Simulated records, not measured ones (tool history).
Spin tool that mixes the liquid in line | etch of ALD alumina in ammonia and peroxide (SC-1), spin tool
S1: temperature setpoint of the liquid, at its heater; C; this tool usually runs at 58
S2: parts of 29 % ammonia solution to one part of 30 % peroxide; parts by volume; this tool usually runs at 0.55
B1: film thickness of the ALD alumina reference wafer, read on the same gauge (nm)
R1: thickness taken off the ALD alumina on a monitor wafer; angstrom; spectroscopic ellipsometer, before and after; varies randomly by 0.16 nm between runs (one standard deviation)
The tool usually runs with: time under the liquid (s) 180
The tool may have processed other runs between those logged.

Run 1, hour 0: usual settings; B1 149.99. Result: R1 150.6 angstrom.
At hour 27.9: new drum of ammonia solution connected.
Run 2, hour 82.4: usual settings; B1 149.96. Result: R1 151.4 angstrom.
Run 3, hour 134.6: usual settings; B1 150. Result: R1 151.6 angstrom.
Run 4, hour 173.2: usual settings; B1 149.98. Result: R1 148.8 angstrom.
Run 5, hour 260.7: usual settings; B1 149.99. Result: R1 153.2 angstrom.
Run 6, hour 300.3: usual settings; B1 150.01. Result: R1 154.1 angstrom.
At hour 343.7: thermometer replaced.
Run 7, hour 351.5: usual settings; B1 149.97. Result: R1 149.4 angstrom.
Run 8, hour 418.8: usual settings; B1 150.02. Result: R1 149.7 angstrom.
Run 9, hour 499.1: usual settings but time under the liquid (s) 130; B1 149.99. Result: R1 109.7 angstrom.
At hour 566: new drum of ammonia solution connected.
Run 10, hour 580.5: usual settings but time under the liquid (s) 130; B1 149.97. Result: R1 107.8 angstrom.
Run 11, hour 648.7: usual settings but S1 65 C, S2 0.8 parts by volume, time under the liquid (s) 110; B1 150.02. Result: R1 135.6 angstrom.
Run 12, hour 693.6: usual settings; B1 149.94. Result: R1 147.4 angstrom.
Run 13, hour 735.7: usual settings; B1 150.01. Result: R1 147.2 angstrom.
At hour 752.1: heated supply line repaired.
Run 14, hour 841: usual settings but S1 54.5 C; B1 149.98. Result: R1 133.1 angstrom.
At hour 1051.5: ammonia flow meter replaced.
Run 15, hour 1086.2: usual settings but S1 67.5 C, time under the liquid (s) 85; B1 149.95. Result: R1 122.5 angstrom.
At hour 1090.5: new drum of ammonia solution connected.
At hour 1119: thermometer replaced.
At hour 1123.9: gauge calibrated.
Run 16, hour 1185.4: usual settings; B1 150.01. Result: R1 156.4 angstrom.
Run 17, hour 1258.6: usual settings but S1 61.5 C; B1 149.94. Result: R1 185.8 angstrom.
Run 18, hour 1358.4: usual settings but S2 0.45 parts by volume; B1 150.04. Result: R1 150.3 angstrom.
Run 19, hour 1458.1: usual settings; B1 150. Result: R1 156.4 angstrom.
Run 20, hour 1518: usual settings but S2 0.7 parts by volume, time under the liquid (s) 250; B1 150. Result: R1 221.4 angstrom.
At hour 1524.5: new drum of ammonia solution connected.
Run 21, hour 1586.6: usual settings but S1 67.5 C, S2 0.75 parts by volume, time under the liquid (s) 220; B1 150. Result: R1 312 angstrom.

Alternative continuations, all from the tool just after run 21; predict every row:
Run A, hour 1587.1: usual settings; B1 ?. Result: R1 ?.
Run B, hour 1587.1: usual settings but time under the liquid (s) 225; B1 ?. Result: R1 ?.
Run C, hour 1587.1: usual settings but S2 0.85 parts by volume, time under the liquid (s) 85; B1 ?. Result: R1 ?.
Run D, hour 1587.1: usual settings but S1 50.5 C, S2 0.85 parts by volume, time under the liquid (s) 285; B1 ?. Result: R1 ?.
Run E, hour 1587.1: usual settings but S1 51 C, time under the liquid (s) 75; B1 ?. Result: R1 ?.

run      B1     R1
  A  149.98  155.4
  B  149.98  194.3
  C  149.98   76.5
  D  149.98  171.5
  E  149.98   44.5
Without the tool's hidden state the same runs would have given:
run     R1
  A  161.6
  B  201.9
  C   79.5
  D  178.6
  E   46.3
